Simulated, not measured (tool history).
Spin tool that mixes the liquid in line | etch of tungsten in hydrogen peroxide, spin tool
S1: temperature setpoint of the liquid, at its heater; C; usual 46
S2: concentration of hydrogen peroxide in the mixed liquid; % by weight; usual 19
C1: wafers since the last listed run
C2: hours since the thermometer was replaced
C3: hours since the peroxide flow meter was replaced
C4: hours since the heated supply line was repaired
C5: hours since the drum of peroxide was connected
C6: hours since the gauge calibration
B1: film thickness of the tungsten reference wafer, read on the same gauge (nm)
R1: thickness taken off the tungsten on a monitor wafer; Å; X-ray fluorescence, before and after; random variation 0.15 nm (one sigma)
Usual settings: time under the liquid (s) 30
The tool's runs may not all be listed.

run 1 hour=0 | S1=52 S2=19 time_under_the_liquid_(s)=30 | C1=0 C2=52.8 C3=71.7 C4=3972.3 C5=1198.6 C6=555.1 | B1=130 | R1=407
run 2 hour=10 | S1=46 S2=19 time_under_the_liquid_(s)=30 | C1=111 C2=62.8 C3=81.7 C4=3982.3 C5=1208.6 C6=565.1 | B1=130.03 | R1=280.9
-- hour=27.4 gauge calibrated
run 3 hour=27.8 | S1=40.5 S2=19 time_under_the_liquid_(s)=30 | C1=197 C2=80.6 C3=99.5 C4=4000.1 C5=1226.4 C6=0.4 | B1=129.97 | R1=199.3
run 4 hour=43.6 | S1=46 S2=19 time_under_the_liquid_(s)=30 | C1=175 C2=96.4 C3=115.3 C4=4015.9 C5=1242.2 C6=16.2 | B1=129.99 | R1=279.8
run 5 hour=53.1 | S1=46 S2=19 time_under_the_liquid_(s)=30 | C1=105 C2=105.9 C3=124.8 C4=4025.4 C5=1251.7 C6=25.7 | B1=130.02 | R1=280.2
run 6 hour=63.3 | S1=46 S2=19 time_under_the_liquid_(s)=30 | C1=113 C2=116.1 C3=135 C4=4035.6 C5=1261.9 C6=35.9 | B1=130.02 | R1=281.3
-- hour=72.6 heated supply line repaired
run 7 hour=81.1 | S1=38 S2=19 time_under_the_liquid_(s)=30 | C1=186 C2=133.9 C3=152.8 C4=8.5 C5=1279.7 C6=53.7 | B1=130.03 | R1=168.6
run 8 hour=91.7 | S1=39.5 S2=14 time_under_the_liquid_(s)=15 | C1=117 C2=144.5 C3=163.4 C4=19.1 C5=1290.3 C6=64.3 | B1=130 | R1=79.2
run 9 hour=104.3 | S1=46 S2=24 time_under_the_liquid_(s)=25 | C1=140 C2=157.1 C3=176 C4=31.7 C5=1302.9 C6=76.9 | B1=129.99 | R1=263
run 10 hour=120.7 | S1=37 S2=19 time_under_the_liquid_(s)=40 | C1=182 C2=173.5 C3=192.4 C4=48.1 C5=1319.3 C6=93.3 | B1=130.01 | R1=208.3
run 11 hour=129.1 | S1=49.5 S2=13.5 time_under_the_liquid_(s)=40 | C1=93 C2=181.9 C3=200.8 C4=56.5 C5=1327.7 C6=101.7 | B1=130.04 | R1=392
-- hour=135.3 new drum of peroxide connected
run 12 hour=145.9 | S1=46 S2=19 time_under_the_liquid_(s)=30 | C1=175 C2=198.7 C3=217.6 C4=73.3 C5=10.6 C6=118.5 | B1=130 | R1=281.8
run 13 hour=159.8 | S1=46 S2=19 time_under_the_liquid_(s)=50 | C1=154 C2=212.6 C3=231.5 C4=87.2 C5=24.5 C6=132.4 | B1=130.03 | R1=464.6
run 14 hour=173.6 | S1=56 S2=19 time_under_the_liquid_(s)=30 | C1=153 C2=226.4 C3=245.3 C4=101 C5=38.3 C6=146.2 | B1=129.98 | R1=516.2
run 15 hour=191.4 | S1=46 S2=15 time_under_the_liquid_(s)=30 | C1=197 C2=244.2 C3=263.1 C4=118.8 C5=56.1 C6=164 | B1=129.99 | R1=249.7
run 16 hour=200.3 | S1=46 S2=19 time_under_the_liquid_(s)=50 | C1=98 C2=253.1 C3=272 C4=127.7 C5=65 C6=172.9 | B1=130 | R1=461.3
run 17 hour=206.4 | S1=46 S2=19 time_under_the_liquid_(s)=30 | C1=67 C2=259.2 C3=278.1 C4=133.8 C5=71.1 C6=179 | B1=129.96 | R1=282.3
run 18 hour=218.5 | S1=37.5 S2=15 time_under_the_liquid_(s)=30 | C1=134 C2=271.3 C3=290.2 C4=145.9 C5=83.2 C6=191.1 | B1=129.98 | R1=144.6
run 19 hour=257.9 | S1=46 S2=19 time_under_the_liquid_(s)=30 | C1=437 C2=310.7 C3=329.6 C4=185.3 C5=122.6 C6=230.5 | B1=130 | R1=278.3
run 20 hour=273.3 | S1=46 S2=19 time_under_the_liquid_(s)=30 | C1=171 C2=326.1 C3=345 C4=200.7 C5=138 C6=245.9 | B1=130.02 | R1=280
run 21 hour=287.6 | S1=49.5 S2=14 time_under_the_liquid_(s)=30 | C1=158 C2=340.4 C3=359.3 C4=215 C5=152.3 C6=260.2 | B1=130 | R1=298.1
run 22 hour=299.1 | S1=40 S2=15.5 time_under_the_liquid_(s)=35 | C1=127 C2=351.9 C3=370.8 C4=226.5 C5=163.8 C6=271.7 | B1=129.96 | R1=201
run 23 hour=316.9 | S1=55.5 S2=23 time_under_the_liquid_(s)=20 | C1=197 C2=369.7 C3=388.6 C4=244.3 C5=181.6 C6=289.5 | B1=130 | R1=369.3
run 24 hour=327.4 | S1=37.5 S2=19 time_under_the_liquid_(s)=40 | C1=116 C2=380.2 C3=399.1 C4=254.8 C5=192.1 C6=300 | B1=130.01 | R1=216.4
run 25 hour=334.7 | S1=46 S2=19 time_under_the_liquid_(s)=30 | C1=81 C2=387.5 C3=406.4 C4=262.1 C5=199.4 C6=307.3 | B1=130 | R1=280.2
run 26 hour=349.2 | S1=37.5 S2=15.5 time_under_the_liquid_(s)=20 | C1=161 C2=402 C3=420.9 C4=276.6 C5=213.9 C6=321.8 | B1=130 | R1=97.5
run 27 hour=366.8 | S1=41.5 S2=15 time_under_the_liquid_(s)=45 | C1=195 C2=419.6 C3=438.5 C4=294.2 C5=231.5 C6=339.4 | B1=130.02 | R1=283.6

Forecast each of these 3 alternatives for the next run:
run A hour=367.2 | S1=52.5 S2=19 time_under_the_liquid_(s)=30 | C1=4 C2=420 C3=438.9 C4=294.6 C5=231.9 C6=339.8 | B1=? | R1=?
run B hour=367.2 | S1=46 S2=23.5 time_under_the_liquid_(s)=30 | C1=4 C2=420 C3=438.9 C4=294.6 C5=231.9 C6=339.8 | B1=? | R1=?
run C hour=367.2 | S1=54.5 S2=16 time_under_the_liquid_(s)=50 | C1=4 C2=420 C3=438.9 C4=294.6 C5=231.9 C6=339.8 | B1=? | R1=?

run=A B1=129.98 R1=417.3
run=B B1=129.98 R1=311.4
run=C B1=129.98 R1=719.4
Without the tool's hidden state the same runs would have given:
run=A R1=417.3
run=B R1=311.4
run=C R1=719.4
